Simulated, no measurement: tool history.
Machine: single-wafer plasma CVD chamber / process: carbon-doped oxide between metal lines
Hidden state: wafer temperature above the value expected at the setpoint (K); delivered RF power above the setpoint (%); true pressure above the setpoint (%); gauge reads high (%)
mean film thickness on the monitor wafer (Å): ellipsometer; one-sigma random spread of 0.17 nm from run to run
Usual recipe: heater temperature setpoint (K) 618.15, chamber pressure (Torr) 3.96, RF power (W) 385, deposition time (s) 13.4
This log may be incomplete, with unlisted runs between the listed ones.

run,hour,heater temperature setpoint (K),chamber pressure (Torr),RF power (W),deposition time (s),wafers since the last listed run,hours since the last thermocouple change,hours since the last RF generator calibration,hours since the last manometer calibration,hours since the showerhead was replaced,hours since the gauge calibration,"read-back reference wafer on the same gauge, thickness_nm",mean film thickness on the monitor wafer (Å)
1,0,618.15,3.96,385,13.4,0,2102.9,1443.7,84.9,49.6,73.8,55.782,506.41
2,45.2,618.15,3.96,385,13.4,1217,2148.1,1488.9,130.1,94.8,119,55.779,505.19
3,115.8,618.15,3.96,385,13.4,1901,2218.7,1559.5,200.7,165.4,189.6,55.824,508.6
4,165.5,618.15,3.96,385,13.4,1338,2268.4,1609.2,250.4,215.1,239.3,55.806,501.76
5,228.1,618.15,3.96,385,13.4,1686,2331,1671.8,313,277.7,301.9,55.803,504.82
6,335.6,618.15,3.96,385,14.4,2895,2438.5,1779.3,420.5,385.2,409.4,55.784,542.34
7,439.1,622.15,3.96,385,13.4,2788,2542,1882.8,524,488.7,512.9,55.778,502.27
8,495.7,618.15,3.96,385,13.4,1524,2598.6,1939.4,580.6,545.3,569.5,55.833,506.14
# hour 527.5: thermocouple changed; heater temperature recalibrated
9,599.6,618.15,3.96,385,13.4,2583,72.1,2043.3,684.5,649.2,673.4,55.833,509.79
# hour 665.2: RF generator calibrated
10,665.7,631.15,3.22,385,11.2,1565,138.2,0.5,750.6,715.3,739.5,55.828,409.22
11,716.2,608.15,4.83,430,15.3,1360,188.7,51,801.1,765.8,790,55.828,683.41
12,801.7,618.15,3.96,385,14.7,2303,274.2,136.5,886.6,851.3,875.5,55.781,558.91
13,889.2,618.15,3.96,385,13.4,2357,361.7,224,974.1,938.8,963,55.8,510.32
14,952.3,618.15,4.75,435,13.4,1699,424.8,287.1,1037.2,1001.9,1026.1,55.747,584.15
15,1031.6,624.15,3.67,385,14.8,2136,504.1,366.4,1116.5,1081.2,1105.4,55.797,550.31
16,1117.8,622.15,4.65,330,14.2,2322,590.3,452.6,1202.7,1167.4,1191.6,55.788,466.97
17,1161.6,628.15,3.96,405,15.6,1179,634.1,496.4,1246.5,1211.2,1235.4,55.82,605.1
18,1209.9,605.15,4.85,455,13.4,1301,682.4,544.7,1294.8,1259.5,1283.7,55.823,629.97
# hour 1235.6: capacitance manometer re-zeroed and calibrated
19,1263.6,618.15,4.44,385,13.4,1231,736.1,598.4,28,1313.2,1337.4,55.831,517.2
20,1311.3,618.15,3.96,385,13.4,1284,783.8,646.1,75.7,1360.9,1385.1,55.775,510.01
21,1352.5,618.15,3.96,385,13.4,1109,825,687.3,116.9,1402.1,1426.3,55.798,508.3
22,1592.5,618.15,4.55,385,13.4,6465,1065,927.3,356.9,1642.1,1666.3,55.838,518.51
23,1673.4,618.15,3.96,460,13.4,2179,1145.9,1008.2,437.8,1723,1747.2,55.788,596.32
24,1727.8,618.15,4.58,385,14.7,1465,1200.3,1062.6,492.2,1777.4,1801.6,55.818,565.7
25,1773.3,618.15,3.96,385,13.4,1225,1245.8,1108.1,537.7,1822.9,1847.1,55.786,508.9
26,1819.8,633.15,3.96,385,10.9,1252,1292.3,1154.6,584.2,1869.4,1893.6,55.797,400.82
27,1893.1,604.15,4.38,360,11.3,1974,1365.6,1227.9,657.5,1942.7,1966.9,55.808,422.62
28,1949.6,624.15,3.96,335,15.3,1521,1422.1,1284.4,714,1999.2,2023.4,55.804,497.89

4 options for the next run, each taken on its own from the tool as it stands now. Forecast them:
A,1950,618.15,3.96,385,13.4,10,1422.5,1284.8,714.4,1999.6,2023.8,?,?
B,1950,605.15,3.26,385,13.4,10,1422.5,1284.8,714.4,1999.6,2023.8,?,?
C,1950,612.15,3.96,385,13.4,10,1422.5,1284.8,714.4,1999.6,2023.8,?,?
D,1950,633.15,3.96,385,13.4,10,1422.5,1284.8,714.4,1999.6,2023.8,?,?

run,"read-back reference wafer on the same gauge, thickness_nm",mean film thickness on the monitor wafer (Å)
A,55.791,505.84
B,55.791,514.12
C,55.791,514.02
D,55.791,488.04
Stripped of hidden state, with their random variation kept, the same runs would have yielded:
run,mean film thickness on the monitor wafer (Å)
A,512.51
B,521.69
C,520.97
D,493.52
